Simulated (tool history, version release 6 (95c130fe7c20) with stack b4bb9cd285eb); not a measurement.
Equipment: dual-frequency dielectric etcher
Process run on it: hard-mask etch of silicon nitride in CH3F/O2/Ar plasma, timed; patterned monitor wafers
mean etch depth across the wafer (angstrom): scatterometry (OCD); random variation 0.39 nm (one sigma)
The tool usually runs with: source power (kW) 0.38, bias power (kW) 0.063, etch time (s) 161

run,hour,source power (kW),bias power (kW),etch time (s),"read-back reference wafer on the same gauge, depth_nm",mean etch depth across the wafer (angstrom)
1,0,0.38,0.063,136,88.5,811
2,32.5,0.38,0.063,136,88.3,808
3,46.4,0.43,0.074,161,88.3,1049
# hour 53.9: bias power generator calibrated
4,73.6,0.38,0.063,161,88.4,959
5,101.6,0.38,0.063,161,88.3,958
6,114.1,0.38,0.063,161,88.2,966
7,131,0.38,0.063,161,88.3,966
8,147.1,0.38,0.063,161,88.5,965
9,160.9,0.38,0.063,161,88.5,963
10,176,0.38,0.063,161,88.4,960
11,206.8,0.38,0.058,182,88.5,1070
# hour 226.8: gauge calibrated
12,242.1,0.48,0.048,175.5,88.5,1098
# hour 278.3: source power generator calibrated
13,282.5,0.29,0.063,122.5,88.4,645
14,298.8,0.38,0.056,161,88.4,937
15,323.5,0.35,0.056,141,88.5,794
# hour 361.6: wet clean of the chamber
16,362.1,0.38,0.063,161,88.5,965
# hour 391.1: upper electrode replaced
17,391.6,0.3,0.063,161,88.4,870
18,410.8,0.43,0.052,194.5,88.3,1179
19,429.8,0.38,0.073,161,88.4,990
20,459.7,0.38,0.063,161,88.3,957
21,484.1,0.38,0.074,161,88.3,992
22,500.1,0.38,0.063,161,88.3,966
23,520.7,0.38,0.063,178,88.4,1063
24,541.3,0.38,0.063,161,88.5,956
25,571.1,0.38,0.063,176.5,88.4,1053
26,596.6,0.47,0.059,114,88.5,739
27,612.7,0.38,0.049,161,88.4,915
28,633.2,0.41,0.063,161,88.3,991
29,648.5,0.38,0.063,161,88.4,961
30,666.1,0.38,0.057,161,88.4,939

Here are 4 independent what-if runs from the current tool condition. What would each one return?
A,666.6,0.38,0.063,161,?,?
B,666.6,0.34,0.063,161,?,?
C,666.6,0.38,0.054,161,?,?
D,666.6,0.32,0.076,118.5,?,?

run,"read-back reference wafer on the same gauge, depth_nm",mean etch depth across the wafer (angstrom)
A,88.4,959
B,88.4,913
C,88.4,931
D,88.4,681
What these runs would have given with no unlogged condition in the tool:
run,mean etch depth across the wafer (angstrom)
A,959
B,913
C,931
D,681

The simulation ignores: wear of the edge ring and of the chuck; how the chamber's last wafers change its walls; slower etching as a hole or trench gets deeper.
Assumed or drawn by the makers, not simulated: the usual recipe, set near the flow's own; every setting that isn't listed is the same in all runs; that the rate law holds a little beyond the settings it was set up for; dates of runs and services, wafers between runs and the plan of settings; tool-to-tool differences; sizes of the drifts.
